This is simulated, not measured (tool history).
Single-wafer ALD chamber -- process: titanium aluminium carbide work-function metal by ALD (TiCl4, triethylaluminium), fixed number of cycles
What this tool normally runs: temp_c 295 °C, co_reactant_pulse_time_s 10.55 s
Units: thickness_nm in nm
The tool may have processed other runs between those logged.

| run | day | temp_c | co_reactant_pulse_time_s | read-back reference wafer on the same gauge, thickness_nm | thickness_nm |
|---|---|---|---|---|---|
| 1 | 0 | 295 | 10.55 | 1.778 | 2.136 |
| 2 | 1.279 | 295 | 10.55 | 1.78 | 2.136 |
| 3 | 3.338 | 295 | 10.55 | 1.782 | 2.155 |
| 4 | 5.317 | 295 | 10.55 | 1.781 | 2.148 |
| 5 | 7.554 | 295 | 12.17 | 1.783 | 2.171 |
|  | 8.042 | showerhead replaced |
|  | 9.033 | gauge calibrated |
| 6 | 9.529 | 295 | 12.17 | 1.781 | 2.178 |
| 7 | 11.492 | 295 | 12.17 | 1.78 | 2.168 |
| 8 | 13.388 | 290 | 10.55 | 1.781 | 2.101 |
| 9 | 15.592 | 290 | 10.55 | 1.781 | 2.102 |
| 10 | 16.95 | 304 | 7.85 | 1.782 | 2.091 |
| 11 | 18.538 | 304 | 7.85 | 1.78 | 2.1 |
| 12 | 19.904 | 301 | 10.55 | 1.777 | 2.206 |
| 13 | 21.45 | 295 | 6.73 | 1.783 | 1.913 |
| 14 | 24.346 | 295 | 10.55 | 1.779 | 2.142 |
|  | 24.908 | triethylaluminium bottle replaced |
| 15 | 27.088 | 295 | 12.17 | 1.779 | 2.195 |
| 16 | 30.012 | 295 | 10.55 | 1.779 | 2.158 |
| 17 | 32.579 | 290 | 8.56 | 1.778 | 2.041 |
| 18 | 34.675 | 295 | 10.55 | 1.78 | 2.153 |
| 19 | 36.154 | 300 | 8.54 | 1.782 | 2.149 |
|  | 37.525 | thermocouple changed; heater temperature recalibrated |
| 20 | 42 | 306 | 9.11 | 1.781 | 2.185 |
| 21 | 44.208 | 306 | 9.11 | 1.78 | 2.196 |
| 22 | 47.142 | 295 | 7.48 | 1.782 | 1.981 |
| 23 | 48.258 | 295 | 10.55 | 1.778 | 2.129 |
| 24 | 50.688 | 309 | 10.55 | 1.78 | 2.253 |
| 25 | 51.821 | 284 | 12.13 | 1.778 | 2.038 |
| 26 | 54.654 | 300 | 13.76 | 1.781 | 2.221 |
| 27 | 55.675 | 289 | 6.79 | 1.78 | 1.856 |
| 28 | 58.312 | 295 | 10.55 | 1.783 | 2.118 |
| 29 | 60.854 | 285 | 8.43 | 1.778 | 1.957 |
| 30 | 65.188 | 295 | 12.06 | 1.778 | 2.162 |
| 31 | 67.979 | 284 | 7.94 | 1.78 | 1.925 |
| 32 | 69.5 | 289 | 12.6 | 1.78 | 2.116 |
| 33 | 72.033 | 304 | 13.87 | 1.781 | 2.267 |

Each row is a separate what-if for the run after 33, all from the same tool condition, not one after another. Results?
| A | 72.05 | 282 | 10.55 | ? | ? |
| B | 72.05 | 305 | 13.85 | ? | ? |
| C | 72.05 | 309 | 12.39 | ? | ? |
| D | 72.05 | 291 | 13.79 | ? | ? |

| run | read-back reference wafer on the same gauge, thickness_nm | thickness_nm |
|---|---|---|
| A | 1.778 | 2.004 |
| B | 1.778 | 2.261 |
| C | 1.778 | 2.286 |
| D | 1.778 | 2.128 |
With no hidden state in the tool, these same runs would have given:
| run | thickness_nm |
|---|---|
| A | 1.997 |
| B | 2.253 |
| C | 2.279 |
| D | 2.121 |
